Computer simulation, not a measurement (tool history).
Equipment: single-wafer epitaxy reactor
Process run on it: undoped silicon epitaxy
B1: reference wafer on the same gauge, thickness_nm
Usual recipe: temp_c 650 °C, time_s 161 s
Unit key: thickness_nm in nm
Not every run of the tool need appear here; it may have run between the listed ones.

run 1 hour=0.0 | temp_c=650 time_s=161 | B1=25.422 | thickness_nm=26.767
run 2 hour=186.1 | temp_c=650 time_s=161 | B1=25.411 | thickness_nm=27.023
run 3 hour=293.3 | temp_c=650 time_s=161 | B1=25.391 | thickness_nm=26.939
run 4 hour=372.9 | temp_c=650 time_s=161 | B1=25.395 | thickness_nm=27.070
run 5 hour=472.4 | temp_c=650 time_s=161 | B1=25.404 | thickness_nm=26.931
run 6 hour=562.7 | temp_c=650 time_s=161 | B1=25.423 | thickness_nm=26.913
run 7 hour=604.1 | temp_c=650 time_s=161 | B1=25.397 | thickness_nm=27.033
run 8 hour=663.8 | temp_c=650 time_s=161 | B1=25.390 | thickness_nm=26.990
run 9 hour=766.3 | temp_c=650 time_s=161 | B1=25.398 | thickness_nm=27.096
run 10 hour=836.8 | temp_c=650 time_s=161 | B1=25.405 | thickness_nm=26.655
run 11 hour=924.5 | temp_c=650 time_s=186 | B1=25.405 | thickness_nm=30.856
run 12 hour=962.9 | temp_c=650 time_s=161 | B1=25.398 | thickness_nm=26.716
run 13 hour=1060.0 | temp_c=650 time_s=161 | B1=25.411 | thickness_nm=26.979
run 14 hour=1139.5 | temp_c=650 time_s=161 | B1=25.395 | thickness_nm=26.854
run 15 hour=1180.3 | temp_c=650 time_s=161 | B1=25.394 | thickness_nm=26.743
run 16 hour=1265.2 | temp_c=650 time_s=161 | B1=25.397 | thickness_nm=27.179
run 17 hour=1326.2 | temp_c=658 time_s=137 | B1=25.414 | thickness_nm=26.699
run 18 hour=1392.7 | temp_c=658 time_s=137 | B1=25.406 | thickness_nm=26.644
run 19 hour=1504.5 | temp_c=650 time_s=161 | B1=25.401 | thickness_nm=27.085
run 20 hour=1552.2 | temp_c=650 time_s=161 | B1=25.378 | thickness_nm=26.726
run 21 hour=1615.9 | temp_c=643 time_s=130 | B1=25.395 | thickness_nm=18.861
-- hour=1658.4 pyrometer calibrated
run 22 hour=1693.1 | temp_c=663 time_s=151 | B1=25.392 | thickness_nm=32.429
run 23 hour=1784.1 | temp_c=662 time_s=177 | B1=25.388 | thickness_nm=37.341
run 24 hour=1851.2 | temp_c=662 time_s=148 | B1=25.408 | thickness_nm=31.000
run 25 hour=1923.3 | temp_c=656 time_s=190 | B1=25.402 | thickness_nm=35.775
run 26 hour=1987.8 | temp_c=650 time_s=161 | B1=25.387 | thickness_nm=26.743
run 27 hour=2040.9 | temp_c=650 time_s=176 | B1=25.411 | thickness_nm=29.399
run 28 hour=2110.0 | temp_c=659 time_s=178 | B1=25.401 | thickness_nm=35.278
run 29 hour=2162.5 | temp_c=665 time_s=149 | B1=25.387 | thickness_nm=33.056
-- hour=2170.4 gauge calibrated
run 30 hour=2241.2 | temp_c=663 time_s=182 | B1=25.389 | thickness_nm=39.133
run 31 hour=2306.1 | temp_c=657 time_s=187 | B1=25.388 | thickness_nm=35.902
run 32 hour=2397.3 | temp_c=650 time_s=151 | B1=25.410 | thickness_nm=25.065
run 33 hour=2482.3 | temp_c=635 time_s=190 | B1=25.399 | thickness_nm=23.742
run 34 hour=2528.3 | temp_c=640 time_s=176 | B1=25.411 | thickness_nm=24.197
run 35 hour=2572.1 | temp_c=660 time_s=188 | B1=25.399 | thickness_nm=37.922
run 36 hour=2645.6 | temp_c=650 time_s=161 | B1=25.393 | thickness_nm=26.995
run 37 hour=2751.6 | temp_c=658 time_s=146 | B1=25.431 | thickness_nm=28.276

What was the tool's hidden state at every run in the log?
wafer temperature above the value expected at the setpoint (K): 0 across all the runs
gauge reads high (%): 0 across all the runs
